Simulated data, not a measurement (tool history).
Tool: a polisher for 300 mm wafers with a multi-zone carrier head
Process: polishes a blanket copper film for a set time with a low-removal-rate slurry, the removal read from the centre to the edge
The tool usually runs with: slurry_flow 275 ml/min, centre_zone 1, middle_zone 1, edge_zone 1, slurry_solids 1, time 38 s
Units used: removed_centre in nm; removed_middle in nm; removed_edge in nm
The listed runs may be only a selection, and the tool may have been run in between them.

run   hour  slurry_flow  centre_zone  middle_zone  edge_zone  slurry_solids  time  wafers since the last listed run  wafers polished on this pad  hours since the slurry nozzle was cleaned  hours since the centre zone pressure was calibrated  hours since the edge zone pressure was calibrated  hours since the carrier head's membrane was replaced  incoming thickness of the incoming film, nm  removed_centre  removed_middle  removed_edge
  1      0          275            1            1          1              1    32                                 0                         1746                                      426.3                                                937.1                                                733                                                 159.6                                       1106.3            65.4            62.6          64.5
  2   14.8          275            1            1       0.92              1    38                               210                         1956                                      441.1                                                951.9                                              747.8                                                 174.4                                       1110.2            75.7              72          73.3
  3     29          275            1            1          1           0.85    38                               201                         2158                                      455.3                                                966.1                                                762                                                 188.6                                       1112.4            71.9            68.4          71.8
      38.5  -- slurry nozzle cleaned
     118.2  -- worn pad replaced by a new one
  4  136.8          275            1            1          1              1    38                              1459                          264                                       98.3                                               1073.9                                              869.8                                                 296.4                                       1111.9            83.6            79.1          81.7
  5    168          275            1         0.94       1.11              1    28                               442                          707                                      129.5                                               1105.1                                                901                                                 327.6                                       1113.7            62.5            55.2          62.8
  6  180.9          275            1            1          1              1    32                               183                          890                                      142.4                                                 1118                                              913.9                                                 340.5                                       1085.8            72.5            66.4          68.7
  7  214.7          275            1            1          1              1    29                               479                         1370                                      176.2                                               1151.8                                              947.7                                                 374.3                                       1089.4            63.1            60.2            61
     223.8  -- centre zone pressure recalibrated
  8  242.4          275            1            1       1.08              1    31                               364                         1735                                      203.9                                                 18.6                                              975.4                                                   402                                       1086.6            64.8            64.2          67.7
  9  271.3          275         1.11            1          1              1    30                               410                         2145                                      232.8                                                 47.5                                             1004.3                                                 430.9                                       1091.4            67.6            61.5          62.9
     286.3  -- edge zone pressure recalibrated
 10  286.8          275            1         0.91          1              1    38                               191                         2336                                      248.3                                                   63                                                0.5                                                 446.4                                       1117.9            78.1            72.9          80.4
 11  319.1          250            1            1          1              1    34                               458                         2795                                      280.6                                                 95.3                                               32.8                                                 478.7                                       1102.1            68.6            67.9          69.8
 12  339.8          315            1            1          1              1    38                               293                         3089                                      301.3                                                  116                                               53.5                                                 499.4                                       1080.3            78.8            77.4          80.8
     346.8  -- worn pad replaced by a new one
 13  366.2          210            1         1.11          1              1    26                               317                          274                                      327.7                                                142.4                                               79.9                                                 525.8                                       1098.2              48            53.1            51

Estimate the outcome of run 14 from the log above:
 14  384.8          275            1            1          1              1    38                               264                          538                                      346.3                                                  161                                               98.5                                                 544.4                                       1087.8               ?               ?             ?

removed_centre: 75.9 nm
removed_middle: 75 nm
removed_edge: 78.6 nm
Minus the tool's unlogged condition, the same run would have read removed_centre 83 nm, removed_middle 81.9 nm, removed_edge 83.9 nm.

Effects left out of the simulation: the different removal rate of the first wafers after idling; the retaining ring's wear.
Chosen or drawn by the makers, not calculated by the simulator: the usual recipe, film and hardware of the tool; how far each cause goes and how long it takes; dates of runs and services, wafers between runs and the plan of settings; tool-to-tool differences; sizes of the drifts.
